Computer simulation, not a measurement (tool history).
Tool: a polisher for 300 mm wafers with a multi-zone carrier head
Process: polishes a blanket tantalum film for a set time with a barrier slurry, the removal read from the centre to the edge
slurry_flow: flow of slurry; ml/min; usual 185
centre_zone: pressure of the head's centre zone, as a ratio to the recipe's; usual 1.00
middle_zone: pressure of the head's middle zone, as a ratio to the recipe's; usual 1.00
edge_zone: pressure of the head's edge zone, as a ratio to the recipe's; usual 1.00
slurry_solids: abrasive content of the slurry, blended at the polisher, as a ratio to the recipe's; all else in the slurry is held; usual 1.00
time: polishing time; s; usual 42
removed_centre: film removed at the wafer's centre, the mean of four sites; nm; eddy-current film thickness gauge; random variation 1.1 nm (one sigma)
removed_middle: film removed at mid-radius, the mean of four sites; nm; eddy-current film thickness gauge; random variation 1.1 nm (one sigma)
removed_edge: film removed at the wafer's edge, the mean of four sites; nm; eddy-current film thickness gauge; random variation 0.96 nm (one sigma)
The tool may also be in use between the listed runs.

run,day,slurry_flow,centre_zone,middle_zone,edge_zone,slurry_solids,time,"incoming thickness of the incoming film, nm",removed_centre,removed_middle,removed_edge
1,0.000,185,1.00,1.00,1.00,1.00,42,475.1,72.7,80.6,82.6
2,3.671,225,1.00,1.07,0.91,1.00,33,484.4,59.2,67.3,66.7
# day 4.604: carrier head's membrane replaced by a new one
# day 6.021: slurry nozzle cleaned
3,7.438,235,1.07,1.00,1.00,1.15,46,479.3,88.4,97.0,96.4
# day 8.433: centre zone pressure recalibrated
# day 10.546: edge zone pressure recalibrated
4,11.792,205,0.95,1.00,0.90,1.00,51,486.8,92.8,97.5,99.9
5,15.542,185,1.00,1.00,1.00,0.90,53,484.7,95.4,100.8,101.7
6,28.850,185,1.11,0.91,1.00,1.25,35,479.5,74.4,64.8,73.2
# day 30.488: worn pad replaced by a new one
7,31.217,165,1.00,0.89,1.00,0.90,42,474.9,69.8,69.7,77.2
8,32.900,185,1.00,1.00,1.00,1.00,42,481.8,75.8,81.2,81.6
# day 37.204: carrier head's membrane replaced by a new one
9,37.246,235,1.00,1.00,0.91,1.15,55,473.3,103.1,114.4,112.4
# day 41.096: slurry nozzle cleaned
# day 43.596: edge zone pressure recalibrated
10,43.617,240,1.00,1.00,1.00,1.00,30,481.8,52.8,58.7,60.7
# day 45.617: centre zone pressure recalibrated
11,47.412,185,1.05,1.00,1.07,0.80,29,484.4,51.3,51.2,54.1
12,50.425,185,1.00,1.08,1.00,1.00,32,478.9,59.9,64.6,64.1
13,53.583,185,1.05,1.06,1.00,1.00,42,489.6,79.2,82.9,83.5
14,56.575,185,1.08,1.00,1.00,1.00,50,480.0,96.8,95.8,98.2
15,60.562,125,1.03,1.08,1.04,1.00,42,489.3,71.4,79.9,78.2
16,63.008,185,1.00,1.00,1.00,1.00,42,479.1,75.8,81.7,83.1

Forecast run 17:
# day 64.683: worn pad replaced by a new one
17,66.967,185,1.00,1.03,0.96,1.00,29,482.9,?,?,?

removed_centre: 52.6 nm
removed_middle: 56.5 nm
removed_edge: 56.0 nm
Without the tool's hidden state the same run would have given removed_centre 54.7 nm, removed_middle 56.5 nm, removed_edge 56.0 nm.
